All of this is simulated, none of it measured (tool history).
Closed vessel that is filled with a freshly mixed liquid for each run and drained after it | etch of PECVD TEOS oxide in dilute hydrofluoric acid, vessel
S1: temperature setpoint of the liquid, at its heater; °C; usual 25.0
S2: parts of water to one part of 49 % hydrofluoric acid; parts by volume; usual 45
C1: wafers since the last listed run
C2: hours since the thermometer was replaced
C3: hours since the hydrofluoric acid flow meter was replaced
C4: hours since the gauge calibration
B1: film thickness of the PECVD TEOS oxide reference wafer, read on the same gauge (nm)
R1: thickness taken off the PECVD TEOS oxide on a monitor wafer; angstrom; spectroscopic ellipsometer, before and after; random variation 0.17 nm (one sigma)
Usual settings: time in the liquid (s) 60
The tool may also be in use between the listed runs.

run 1 hour=0.0 | S1=25.0 S2=45 time_in_the_liquid_(s)=60 | C1=0 C2=2423.7 C3=1104.6 C4=224.6 | B1=60.49 | R1=323.3
run 2 hour=61.0 | S1=22.5 S2=45 time_in_the_liquid_(s)=60 | C1=5751 C2=2484.7 C3=1165.6 C4=285.6 | B1=60.62 | R1=294.4
run 3 hour=87.6 | S1=25.0 S2=50 time_in_the_liquid_(s)=60 | C1=2508 C2=2511.3 C3=1192.2 C4=312.2 | B1=60.68 | R1=291.7
run 4 hour=102.3 | S1=25.0 S2=50 time_in_the_liquid_(s)=60 | C1=1386 C2=2526.0 C3=1206.9 C4=326.9 | B1=60.77 | R1=294.7
run 5 hour=131.0 | S1=25.0 S2=50 time_in_the_liquid_(s)=60 | C1=2706 C2=2554.7 C3=1235.6 C4=355.6 | B1=60.82 | R1=292.2
run 6 hour=162.0 | S1=26.5 S2=45 time_in_the_liquid_(s)=60 | C1=2922 C2=2585.7 C3=1266.6 C4=386.6 | B1=60.94 | R1=349.1
run 7 hour=188.7 | S1=25.0 S2=45 time_in_the_liquid_(s)=75 | C1=2517 C2=2612.4 C3=1293.3 C4=413.3 | B1=61.04 | R1=413.0
run 8 hour=216.8 | S1=25.0 S2=45 time_in_the_liquid_(s)=75 | C1=2649 C2=2640.5 C3=1321.4 C4=441.4 | B1=61.16 | R1=410.7
-- hour=219.3 gauge calibrated
run 9 hour=236.4 | S1=25.0 S2=45 time_in_the_liquid_(s)=50 | C1=1848 C2=2660.1 C3=1341.0 C4=17.1 | B1=60.08 | R1=266.7
run 10 hour=265.8 | S1=25.0 S2=45 time_in_the_liquid_(s)=60 | C1=2772 C2=2689.5 C3=1370.4 C4=46.5 | B1=60.06 | R1=326.3
-- hour=268.3 thermometer replaced
run 11 hour=283.4 | S1=25.0 S2=45 time_in_the_liquid_(s)=60 | C1=1565 C2=15.1 C3=1388.0 C4=64.1 | B1=60.07 | R1=325.8
run 12 hour=298.5 | S1=27.0 S2=40 time_in_the_liquid_(s)=90 | C1=1423 C2=30.2 C3=1403.1 C4=79.2 | B1=60.07 | R1=600.2
-- hour=308.0 hydrofluoric acid flow meter replaced
run 13 hour=319.7 | S1=25.0 S2=65 time_in_the_liquid_(s)=80 | C1=1904 C2=51.4 C3=11.7 C4=100.4 | B1=60.12 | R1=290.0
run 14 hour=354.8 | S1=25.0 S2=45 time_in_the_liquid_(s)=60 | C1=3309 C2=86.5 C3=46.8 C4=135.5 | B1=60.15 | R1=323.8
run 15 hour=381.6 | S1=23.0 S2=55 time_in_the_liquid_(s)=60 | C1=2526 C2=113.3 C3=73.6 C4=162.3 | B1=60.21 | R1=240.5
run 16 hour=410.7 | S1=25.0 S2=45 time_in_the_liquid_(s)=60 | C1=2743 C2=142.4 C3=102.7 C4=191.4 | B1=60.26 | R1=324.5
run 17 hour=439.5 | S1=25.0 S2=65 time_in_the_liquid_(s)=60 | C1=2715 C2=171.2 C3=131.5 C4=220.2 | B1=60.31 | R1=220.4
run 18 hour=458.4 | S1=25.0 S2=45 time_in_the_liquid_(s)=40 | C1=1782 C2=190.1 C3=150.4 C4=239.1 | B1=60.32 | R1=216.3
run 19 hour=488.3 | S1=25.0 S2=45 time_in_the_liquid_(s)=60 | C1=2819 C2=220.0 C3=180.3 C4=269.0 | B1=60.44 | R1=325.8
run 20 hour=502.3 | S1=25.0 S2=45 time_in_the_liquid_(s)=60 | C1=1320 C2=234.0 C3=194.3 C4=283.0 | B1=60.48 | R1=326.0
run 21 hour=515.5 | S1=22.0 S2=55 time_in_the_liquid_(s)=75 | C1=1244 C2=247.2 C3=207.5 C4=296.2 | B1=60.49 | R1=290.3
run 22 hour=542.4 | S1=28.5 S2=30 time_in_the_liquid_(s)=70 | C1=2536 C2=274.1 C3=234.4 C4=323.1 | B1=60.58 | R1=669.0

What the log doesn't show, run by run:
liquid colder than its thermometer reads (K): 0 in every run
hydrofluoric acid flow above the setpoint (%): 0 in every run
H1: gauge reads high (%)
run=1 H1=0.748
run=2 H1=1.01
run=3 H1=1.15
run=4 H1=1.23
run=5 H1=1.39
run=6 H1=1.59
run=7 H1=1.77
run=8 H1=1.97
run=9 H1=0.123
run=10 H1=0.138
run=11 H1=0.155
run=12 H1=0.173
run=13 H1=0.205
run=14 H1=0.275
run=15 H1=0.343
run=16 H1=0.43
run=17 H1=0.53
run=18 H1=0.604
run=19 H1=0.732
run=20 H1=0.798
run=21 H1=0.862
run=22 H1=1
